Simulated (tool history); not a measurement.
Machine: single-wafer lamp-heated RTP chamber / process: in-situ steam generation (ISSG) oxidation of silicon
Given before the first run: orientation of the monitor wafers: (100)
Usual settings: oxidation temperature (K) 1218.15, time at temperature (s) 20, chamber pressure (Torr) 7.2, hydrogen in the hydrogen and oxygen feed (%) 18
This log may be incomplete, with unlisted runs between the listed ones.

| run | hour | oxidation temperature (K) | time at temperature (s) | chamber pressure (Torr) | hydrogen in the hydrogen and oxygen feed (%) | wafers since the last listed run | wafers since the last pyrometer calibration | hours since the pressure gauge was zeroed | hours since the hydrogen flow controller was replaced | hours since the gauge calibration | read-back reference wafer on the same gauge, thickness | oxide thickness on the monitor wafer (nm) |
|---|---|---|---|---|---|---|---|---|---|---|---|---|
| 1 | 0 | 1224.15 | 20 | 7.2 | 23 | 0 | 940 | 2083.2 | 2845.9 | 4.6 | 4.382 | 4.807 |
| 2 | 34.2 | 1224.15 | 20 | 7.2 | 23 | 480 | 1420 | 2117.4 | 2880.1 | 38.8 | 4.379 | 4.819 |
| 3 | 68.5 | 1218.15 | 20 | 8.2 | 18 | 481 | 1902 | 2151.7 | 2914.4 | 73.1 | 4.378 | 4.496 |
| 4 | 82.6 | 1218.15 | 20 | 8.2 | 18 | 198 | 2100 | 2165.8 | 2928.5 | 87.2 | 4.381 | 4.482 |
|  | 105 | hydrogen flow controller replaced |
| 5 | 109.6 | 1218.15 | 20 | 8.2 | 18 | 266 | 2367 | 2192.8 | 4.6 | 114.2 | 4.38 | 4.49 |
| 6 | 130.3 | 1218.15 | 20 | 7.2 | 18 | 290 | 2658 | 2213.5 | 25.3 | 134.9 | 4.38 | 4.499 |
|  | 148.2 | pressure gauge zeroed |
| 7 | 164.6 | 1235.15 | 16 | 6.9 | 11 | 369 | 3028 | 16.4 | 59.6 | 169.2 | 4.381 | 3.851 |
| 8 | 180 | 1218.15 | 20 | 6.9 | 22 | 216 | 3244 | 31.8 | 75 | 184.6 | 4.377 | 4.712 |
| 9 | 194.9 | 1218.15 | 17 | 8.2 | 18 | 209 | 3453 | 46.7 | 89.9 | 199.5 | 4.381 | 4.256 |
|  | 209.2 | pyrometer window cleaned and pyrometer calibrated |
| 10 | 230.1 | 1218.15 | 20 | 7.2 | 18 | 382 | 294 | 81.9 | 125.1 | 234.7 | 4.38 | 4.452 |
| 11 | 246.4 | 1218.15 | 20 | 7.2 | 18 | 229 | 523 | 98.2 | 141.4 | 251 | 4.382 | 4.473 |
| 12 | 261.3 | 1218.15 | 20 | 7.2 | 18 | 209 | 732 | 113.1 | 156.3 | 265.9 | 4.38 | 4.456 |
| 13 | 285.9 | 1218.15 | 20 | 7.2 | 12 | 345 | 1078 | 137.7 | 180.9 | 290.5 | 4.38 | 4.09 |
| 14 | 335.5 | 1233.15 | 16 | 6.9 | 12 | 696 | 1775 | 187.3 | 230.5 | 340.1 | 4.379 | 3.87 |
| 15 | 365.2 | 1236.15 | 20 | 7.2 | 18 | 417 | 2192 | 217 | 260.2 | 369.8 | 4.38 | 4.754 |
| 16 | 435.9 | 1218.15 | 20 | 6.9 | 11 | 993 | 3185 | 287.7 | 330.9 | 440.5 | 4.38 | 4.038 |
|  | 468 | pyrometer window cleaned and pyrometer calibrated |
| 17 | 470.5 | 1218.15 | 20 | 7.2 | 18 | 373 | 35 | 322.3 | 365.5 | 475.1 | 4.376 | 4.436 |
| 18 | 504.5 | 1224.15 | 20 | 7.2 | 23 | 477 | 512 | 356.3 | 399.5 | 509.1 | 4.379 | 4.81 |
| 19 | 523.1 | 1200.15 | 28 | 6.9 | 11 | 261 | 774 | 374.9 | 418.1 | 527.7 | 4.379 | 4.376 |
| 20 | 590 | 1231.15 | 14 | 7.2 | 28 | 939 | 1714 | 441.8 | 485 | 594.6 | 4.377 | 4.511 |
| 21 | 613.8 | 1218.15 | 20 | 7.2 | 15 | 334 | 2048 | 465.6 | 508.8 | 618.4 | 4.381 | 4.293 |
| 22 | 636.7 | 1218.15 | 14 | 7.6 | 18 | 321 | 2370 | 488.5 | 531.7 | 641.3 | 4.38 | 3.928 |
|  | 651.8 | gauge calibrated |
| 23 | 666.5 | 1234.15 | 20 | 6.9 | 18 | 418 | 2788 | 518.3 | 561.5 | 14.7 | 4.382 | 4.702 |
| 24 | 695.7 | 1210.15 | 20 | 7.2 | 18 | 410 | 3199 | 547.5 | 590.7 | 43.9 | 4.382 | 4.392 |
|  | 713.5 | pyrometer window cleaned and pyrometer calibrated |
| 25 | 714 | 1201.15 | 15 | 6.9 | 18 | 144 | 6 | 565.8 | 609 | 62.2 | 4.382 | 3.797 |
| 26 | 730.4 | 1209.15 | 20 | 7.2 | 18 | 230 | 237 | 582.2 | 625.4 | 78.6 | 4.384 | 4.329 |
| 27 | 758.7 | 1228.15 | 24 | 7.2 | 18 | 397 | 634 | 610.5 | 653.7 | 106.9 | 4.377 | 4.95 |
| 28 | 787.7 | 1218.15 | 22 | 7.2 | 26 | 407 | 1042 | 639.5 | 682.7 | 135.9 | 4.382 | 5.093 |
| 29 | 812.1 | 1218.15 | 20 | 7.2 | 18 | 342 | 1385 | 663.9 | 707.1 | 160.3 | 4.381 | 4.469 |
| 30 | 834.4 | 1218.15 | 20 | 7.2 | 18 | 313 | 1698 | 686.2 | 729.4 | 182.6 | 4.378 | 4.451 |

5 ways to go on from here, each from the tool as it stands after run 30. What would each give?
| A | 834.8 | 1218.15 | 20 | 7.2 | 18 | 5 | 1704 | 686.6 | 729.8 | 183 | ? | ? |
| B | 834.8 | 1218.15 | 22 | 7.2 | 28 | 5 | 1704 | 686.6 | 729.8 | 183 | ? | ? |
| C | 834.8 | 1229.15 | 17 | 7.2 | 18 | 5 | 1704 | 686.6 | 729.8 | 183 | ? | ? |
| D | 834.8 | 1212.15 | 14 | 6.9 | 22 | 5 | 1704 | 686.6 | 729.8 | 183 | ? | ? |
| E | 834.8 | 1218.15 | 26 | 8.1 | 24 | 5 | 1704 | 686.6 | 729.8 | 183 | ? | ? |

| run | read-back reference wafer on the same gauge, thickness | oxide thickness on the monitor wafer (nm) |
|---|---|---|
| A | 4.381 | 4.467 |
| B | 4.381 | 5.179 |
| C | 4.381 | 4.318 |
| D | 4.381 | 4.007 |
| E | 4.381 | 5.338 |
The same runs, with their run-to-run variation unchanged, on a tool lacking any hidden condition would have given:
| run | oxide thickness on the monitor wafer (nm) |
|---|---|
| A | 4.427 |
| B | 5.13 |
| C | 4.279 |
| D | 3.977 |
| E | 5.285 |
